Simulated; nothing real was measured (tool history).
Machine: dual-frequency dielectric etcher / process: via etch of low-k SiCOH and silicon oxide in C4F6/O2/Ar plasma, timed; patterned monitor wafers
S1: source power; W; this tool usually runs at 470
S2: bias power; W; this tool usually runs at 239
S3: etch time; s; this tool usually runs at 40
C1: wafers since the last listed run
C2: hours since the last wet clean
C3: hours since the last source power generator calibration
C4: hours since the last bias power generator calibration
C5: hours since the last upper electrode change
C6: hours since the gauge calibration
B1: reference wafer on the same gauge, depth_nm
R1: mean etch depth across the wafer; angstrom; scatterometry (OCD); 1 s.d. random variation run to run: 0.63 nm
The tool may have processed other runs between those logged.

| run | hour | S1 | S2 | S3 | C1 | C2 | C3 | C4 | C5 | C6 | B1 | R1 |
|---|---|---|---|---|---|---|---|---|---|---|---|---|
| 1 | 0 | 470 | 201 | 32.5 | 0 | 58.6 | 2943.8 | 3540.8 | 1366.7 | 1373.8 | 126.1 | 837 |
| 2 | 142 | 470 | 239 | 40 | 1630 | 200.6 | 3085.8 | 3682.8 | 1508.7 | 1515.8 | 126.2 | 1085 |
| 3 | 201 | 470 | 239 | 40 | 677 | 259.6 | 3144.8 | 3741.8 | 1567.7 | 1574.8 | 126.4 | 1069 |
| 4 | 292.6 | 470 | 239 | 40 | 1051 | 351.2 | 3236.4 | 3833.4 | 1659.3 | 1666.4 | 126.3 | 1054 |
|  | 328.9 | wet clean of the chamber |
| 5 | 350.2 | 470 | 239 | 40 | 385 | 21.3 | 3294 | 3891 | 1716.9 | 1724 | 125.7 | 1086 |
| 6 | 455.7 | 470 | 239 | 40 | 1211 | 126.8 | 3399.5 | 3996.5 | 1822.4 | 1829.5 | 125.8 | 1091 |
|  | 496.6 | source power generator calibrated |
| 7 | 550.7 | 390 | 239 | 40 | 1044 | 221.8 | 54.1 | 4091.5 | 1917.4 | 1924.5 | 125.8 | 993 |
|  | 679.7 | gauge calibrated |
|  | 690.7 | bias power generator calibrated |
|  | 709.1 | wet clean of the chamber |
| 8 | 771.8 | 390 | 239 | 40 | 2280 | 62.7 | 275.2 | 81.1 | 2138.5 | 92.1 | 126.5 | 997 |
| 9 | 993.6 | 560 | 239 | 31 | 2546 | 284.5 | 497 | 302.9 | 2360.3 | 313.9 | 126.2 | 869 |
| 10 | 1035.8 | 580 | 239 | 40 | 484 | 326.7 | 539.2 | 345.1 | 2402.5 | 356.1 | 125.8 | 1154 |
|  | 1115.9 | wet clean of the chamber |
|  | 1136.1 | upper electrode replaced |
| 11 | 1293.8 | 530 | 239 | 34.5 | 2454 | 177.9 | 797.2 | 603.1 | 157.7 | 614.1 | 126.3 | 965 |
| 12 | 1343.2 | 470 | 239 | 40 | 567 | 227.3 | 846.6 | 652.5 | 207.1 | 663.5 | 126.3 | 1073 |
|  | 1444.8 | wet clean of the chamber |
| 13 | 1445.3 | 510 | 267 | 29 | 896 | 0.5 | 948.7 | 754.6 | 309.2 | 765.6 | 125.9 | 847 |
| 14 | 1487 | 500 | 239 | 29 | 478 | 42.2 | 990.4 | 796.3 | 350.9 | 807.3 | 126.3 | 798 |
| 15 | 1550.7 | 470 | 239 | 40 | 731 | 105.9 | 1054.1 | 860 | 414.6 | 871 | 125.6 | 1079 |
| 16 | 1619.2 | 470 | 239 | 40 | 786 | 174.4 | 1122.6 | 928.5 | 483.1 | 939.5 | 126.2 | 1075 |

Each row is a separate what-if for the run after 16, all from the same tool condition, not one after another. Results?
| A | 1619.6 | 470 | 239 | 45 | 4 | 174.8 | 1123 | 928.9 | 483.5 | 939.9 | ? | ? |
| B | 1619.6 | 470 | 239 | 49 | 4 | 174.8 | 1123 | 928.9 | 483.5 | 939.9 | ? | ? |
| C | 1619.6 | 470 | 239 | 51.5 | 4 | 174.8 | 1123 | 928.9 | 483.5 | 939.9 | ? | ? |
| D | 1619.6 | 470 | 219 | 40 | 4 | 174.8 | 1123 | 928.9 | 483.5 | 939.9 | ? | ? |
| E | 1619.6 | 400 | 273 | 28 | 4 | 174.8 | 1123 | 928.9 | 483.5 | 939.9 | ? | ? |

| run | B1 | R1 |
|---|---|---|
| A | 125.9 | 1211 |
| B | 125.9 | 1318 |
| C | 125.9 | 1385 |
| D | 125.9 | 1048 |
| E | 125.9 | 736 |
Stripped of hidden state, with their random variation kept, the same runs would have yielded:
| run | R1 |
|---|---|
| A | 1227 |
| B | 1336 |
| C | 1404 |
| D | 1062 |
| E | 746 |
